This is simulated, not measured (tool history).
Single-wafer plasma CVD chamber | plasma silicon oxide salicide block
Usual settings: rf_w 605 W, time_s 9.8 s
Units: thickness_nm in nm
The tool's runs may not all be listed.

run    hour  rf_w  time_s  read-back reference wafer on the same gauge, thickness_nm  thickness_nm
  1       0   550     9.8                                                     75.751        89.851
  2    90.4   550     9.8                                                     75.838        89.137
  3     168   550     9.8                                                     75.652        89.361
  4   207.5   665     9.8                                                     75.399        94.149
  5   298.7   665     9.8                                                     75.592        93.401
  6   342.6   565     9.8                                                     75.618        89.883
  7   433.6   565     9.8                                                     75.356        89.602
  8   488.8   605     9.8                                                     75.488        90.698
  9   571.4   605     9.8                                                     75.263        91.017
 10   646.3   605    11.2                                                     75.279       104.008
 11   737.1   605    11.2                                                     75.388       104.156
 12   998.5   605    11.2                                                     75.277       104.206
 13  1064.3   530     9.8                                                     75.292        87.859
 14  1145.1   530     9.8                                                     75.144        88.587
 15  1201.8   530     9.8                                                     75.159        87.927
 16    1308   640     9.8                                                     75.057        91.395
       1321  -- RF generator calibrated
 17  1354.9   545    8.33                                                     75.017        75.396

The next listed run, before its measurement:
 18  1460.4   605     9.8                                                          ?             ?

{"run 18": {"read-back reference wafer on the same gauge, thickness_nm": 75.155, "thickness_nm": 90.498}}
Without the tool's hidden state the same run would have given thickness_nm 93.963 nm.
